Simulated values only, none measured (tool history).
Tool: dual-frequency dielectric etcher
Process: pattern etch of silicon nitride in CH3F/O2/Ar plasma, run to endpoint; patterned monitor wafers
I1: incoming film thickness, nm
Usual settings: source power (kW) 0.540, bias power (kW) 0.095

Run 1, day 0.000: usual settings; I1 52.1. Result: endpoint time (s) 64.7.
Run 2, day 2.958: usual settings; I1 51.6. Result: endpoint time (s) 64.1.
Run 3, day 6.067: usual settings; I1 52.3. Result: endpoint time (s) 64.5.
Run 4, day 9.046: usual settings but bias power (kW) 0.105; I1 51.9. Result: endpoint time (s) 61.9.
Run 5, day 12.042: usual settings but bias power (kW) 0.102; I1 52.2. Result: endpoint time (s) 62.2.
Run 6, day 15.346: usual settings but bias power (kW) 0.102; I1 52.2. Result: endpoint time (s) 62.3.
At day 17.775: wet clean of the chamber.
Run 7, day 19.429: usual settings but bias power (kW) 0.102; I1 52.2. Result: endpoint time (s) 63.1.
Run 8, day 23.692: usual settings but source power (kW) 0.630; I1 52.1. Result: endpoint time (s) 60.7.
Run 9, day 26.183: usual settings but source power (kW) 0.630; I1 52.0. Result: endpoint time (s) 60.5.
At day 27.379: upper electrode replaced.
Run 10, day 30.067: usual settings but source power (kW) 0.630; I1 51.5. Result: endpoint time (s) 59.3.
Run 11, day 31.812: usual settings but bias power (kW) 0.077; I1 51.8. Result: endpoint time (s) 67.7.
At day 33.708: bias power generator calibrated.
At day 33.767: wet clean of the chamber.
Run 12, day 33.788: usual settings but source power (kW) 0.440, bias power (kW) 0.074; I1 52.1. Result: endpoint time (s) 77.0.
At day 37.283: source power generator calibrated.
Run 13, day 37.467: usual settings; I1 51.8. Result: endpoint time (s) 65.0.
Run 14, day 41.404: usual settings; I1 51.8. Result: endpoint time (s) 65.1.
Run 15, day 44.642: usual settings but source power (kW) 0.480, bias power (kW) 0.075; I1 52.3. Result: endpoint time (s) 73.3.
Run 16, day 48.529: usual settings but source power (kW) 0.410; I1 51.7. Result: endpoint time (s) 71.0.
At day 51.158: wet clean of the chamber.
Run 17, day 52.621: usual settings but source power (kW) 0.680, bias power (kW) 0.073; I1 52.3. Result: endpoint time (s) 65.2.
Run 18, day 56.712: usual settings but source power (kW) 0.470; I1 52.1. Result: endpoint time (s) 68.4.
Run 19, day 59.658: usual settings but bias power (kW) 0.108; I1 52.0. Result: endpoint time (s) 61.8.
Run 20, day 61.508: usual settings but source power (kW) 0.490, bias power (kW) 0.081; I1 51.9. Result: endpoint time (s) 69.9.
Run 21, day 64.962: usual settings; I1 52.0. Result: endpoint time (s) 64.2.
Run 22, day 67.233: usual settings but source power (kW) 0.430, bias power (kW) 0.119; I1 52.1. Result: endpoint time (s) 64.5.

Forecast each of these 3 alternatives for the next run:
Run A, day 67.250: usual settings but source power (kW) 0.440; I1 52.2. Result: endpoint time (s) ?.
Run B, day 67.250: usual settings but source power (kW) 0.580, bias power (kW) 0.074; I1 52.2. Result: endpoint time (s) ?.
Run C, day 67.250: usual settings but source power (kW) 0.460, bias power (kW) 0.080; I1 52.2. Result: endpoint time (s) ?.

run  endpoint time (s)
  A               69.2
  B               67.5
  C               71.9
Without the tool's hidden state the same runs would have given:
run  endpoint time (s)
  A               71.4
  B               69.6
  C               74.2
